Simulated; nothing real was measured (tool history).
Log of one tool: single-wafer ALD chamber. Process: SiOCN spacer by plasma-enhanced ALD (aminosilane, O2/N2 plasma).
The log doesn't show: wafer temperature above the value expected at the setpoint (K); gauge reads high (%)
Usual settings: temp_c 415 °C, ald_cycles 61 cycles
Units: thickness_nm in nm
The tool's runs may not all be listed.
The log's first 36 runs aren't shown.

run    hour  temp_c  ald_cycles  wafers since the last listed run  hours since the last thermocouple change  hours since the gauge calibration  read-back reference wafer on the same gauge, thickness_nm  thickness_nm
 37   845.2     406          61                                58                                     219.1                              159.7                                                      3.317         3.815
 38   870.1     407          70                                67                                       244                              184.6                                                      3.316         4.384
 39   892.7     415          61                                61                                     266.6                              207.2                                                      3.317         3.725
 40     926     415          70                                90                                     299.9                              240.5                                                      3.319         4.243
 41   954.9     402          52                                78                                     328.8                              269.4                                                      3.325         3.333
 42   988.4     421          66                                90                                     362.3                              302.9                                                       3.31          3.95
 43  1014.3     415          61                                70                                     388.2                              328.8                                                      3.319         3.734
 44  1103.3     409          55                               240                                     477.2                              417.8                                                       3.32         3.401
 45  1116.4     415          51                                35                                     490.3                              430.9                                                       3.32         3.104
 46  1145.4     415          61                                78                                     519.3                              459.9                                                      3.313         3.703
 47  1177.6     425          64                                87                                     551.5                              492.1                                                      3.311         3.797

Forecast each of these 4 alternatives for the next run:
  A  1178.1     415          55                                 1                                       552                              492.6                                                          ?             ?
  B  1178.1     424          61                                 1                                       552                              492.6                                                          ?             ?
  C  1178.1     424          53                                 1                                       552                              492.6                                                          ?             ?
  D  1178.1     410          70                                 1                                       552                              492.6                                                          ?             ?

run  read-back reference wafer on the same gauge, thickness_nm  thickness_nm
  A                                                      3.319         3.349
  B                                                      3.319         3.613
  C                                                      3.319          3.14
  D                                                      3.319         4.326
Without the tool's hidden state the same runs would have given:
run  thickness_nm
  A         3.349
  B         3.613
  C          3.14
  D         4.326
